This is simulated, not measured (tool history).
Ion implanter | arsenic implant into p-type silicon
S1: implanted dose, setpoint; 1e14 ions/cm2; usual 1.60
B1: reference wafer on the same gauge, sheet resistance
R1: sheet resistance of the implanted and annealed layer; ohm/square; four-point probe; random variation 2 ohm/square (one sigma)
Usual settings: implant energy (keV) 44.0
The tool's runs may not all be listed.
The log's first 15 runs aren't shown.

run 16 hour=1153.8 | S1=1.60 implant_energy_(keV)=44.0 | B1=492.00 | R1=438.85
run 17 hour=1196.5 | S1=1.60 implant_energy_(keV)=44.0 | B1=492.64 | R1=442.21
run 18 hour=1241.1 | S1=1.60 implant_energy_(keV)=44.0 | B1=492.19 | R1=440.63
run 19 hour=1316.0 | S1=1.12 implant_energy_(keV)=44.0 | B1=491.94 | R1=561.60
run 20 hour=1377.0 | S1=1.14 implant_energy_(keV)=37.5 | B1=491.91 | R1=572.70
-- hour=1410.2 gauge calibrated
-- hour=1487.2 extraction supply calibrated
run 21 hour=1487.7 | S1=1.60 implant_energy_(keV)=44.0 | B1=491.84 | R1=445.27
run 22 hour=1575.2 | S1=1.30 implant_energy_(keV)=44.0 | B1=491.76 | R1=511.74
run 23 hour=1642.0 | S1=1.28 implant_energy_(keV)=50.5 | B1=491.30 | R1=507.18
-- hour=1731.3 Faraday cup replaced and dose calibrated
run 24 hour=1737.2 | S1=1.15 implant_energy_(keV)=32.0 | B1=492.15 | R1=554.59
run 25 hour=1820.9 | S1=1.60 implant_energy_(keV)=44.0 | B1=492.82 | R1=416.06
run 26 hour=1882.4 | S1=1.80 implant_energy_(keV)=40.0 | B1=492.04 | R1=385.99
run 27 hour=1959.7 | S1=2.00 implant_energy_(keV)=30.0 | B1=491.94 | R1=377.78
run 28 hour=2060.5 | S1=1.60 implant_energy_(keV)=44.0 | B1=491.14 | R1=414.87
run 29 hour=2155.0 | S1=1.60 implant_energy_(keV)=33.0 | B1=492.09 | R1=439.05
-- hour=2201.0 Faraday cup replaced and dose calibrated, repeated, since the last time left the tool worse
run 30 hour=2201.5 | S1=1.41 implant_energy_(keV)=36.5 | B1=490.90 | R1=492.69
run 31 hour=2261.1 | S1=1.75 implant_energy_(keV)=49.5 | B1=491.61 | R1=403.44
run 32 hour=2349.0 | S1=1.95 implant_energy_(keV)=39.5 | B1=492.27 | R1=381.67
run 33 hour=2407.1 | S1=1.32 implant_energy_(keV)=48.5 | B1=492.08 | R1=491.29
run 34 hour=2447.8 | S1=1.95 implant_energy_(keV)=58.0 | B1=492.21 | R1=363.04
run 35 hour=2544.1 | S1=1.35 implant_energy_(keV)=44.0 | B1=492.18 | R1=491.27
run 36 hour=2591.7 | S1=1.98 implant_energy_(keV)=44.0 | B1=492.70 | R1=372.59
run 37 hour=2636.1 | S1=1.88 implant_energy_(keV)=51.0 | B1=492.28 | R1=382.27

Forecast each of these 3 alternatives for the next run:
run A hour=2636.5 | S1=1.87 implant_energy_(keV)=44.0 | B1=? | R1=?
run B hour=2636.5 | S1=1.95 implant_energy_(keV)=33.0 | B1=? | R1=?
run C hour=2636.5 | S1=1.60 implant_energy_(keV)=30.0 | B1=? | R1=?

run=A B1=492.22 R1=395.82
run=B B1=492.22 R1=402.44
run=C B1=492.22 R1=471.14
Without the tool's hidden state the same runs would have given:
run=A R1=394.72
run=B R1=401.29
run=C R1=469.82
